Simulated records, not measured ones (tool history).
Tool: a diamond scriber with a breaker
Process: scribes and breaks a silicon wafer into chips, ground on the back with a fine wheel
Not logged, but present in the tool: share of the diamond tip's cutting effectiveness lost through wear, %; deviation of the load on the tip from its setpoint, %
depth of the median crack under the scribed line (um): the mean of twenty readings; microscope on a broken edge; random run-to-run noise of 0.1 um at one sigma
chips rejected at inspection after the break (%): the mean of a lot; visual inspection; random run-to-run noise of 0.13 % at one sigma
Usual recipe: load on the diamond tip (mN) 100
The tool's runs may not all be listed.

run,hour,load on the diamond tip (mN),wafers since the last listed run,hours since the diamond tip was replaced,hours since the load on the tip was calibrated,"incoming depth of the damage left on the back of the incoming wafer, um",depth of the median crack under the scribed line (um),chips rejected at inspection after the break (%)
1,0,110,0,426.7,244.9,1.55,11.57,2.49
2,9.3,110,26,436,254.2,1.93,11.53,2.76
3,18.4,100,25,445.1,263.3,2.75,10.88,6.48
4,35.9,107,49,462.6,280.8,2.56,11.45,4.1
5,50.6,107,41,477.3,295.5,2.29,11.05,3.79
6,64.7,107,40,491.4,309.6,2.74,11.26,4.8
7,80.8,87,45,507.5,325.7,1.7,9.78,14.23
8,95.5,100,41,522.2,340.4,1.55,10.65,6.56
9,108.4,119,36,535.1,353.3,1.88,11.91,2.03
10,119.8,125,32,546.5,364.7,2.37,12.17,2.11
# hour 124.4: load on the tip recalibrated
11,133.7,78,33,560.4,9.3,1.65,8.95,24.13

For run 12, what comes out?
12,143.4,128,27,570.1,19,2.3,?,?

depth of the median crack under the scribed line (um): 12.38
chips rejected at inspection after the break (%): 2.29
Had the tool carried no hidden state, the very same run would have given depth of the median crack under the scribed line (um) 14.35, chips rejected at inspection after the break (%) 9.

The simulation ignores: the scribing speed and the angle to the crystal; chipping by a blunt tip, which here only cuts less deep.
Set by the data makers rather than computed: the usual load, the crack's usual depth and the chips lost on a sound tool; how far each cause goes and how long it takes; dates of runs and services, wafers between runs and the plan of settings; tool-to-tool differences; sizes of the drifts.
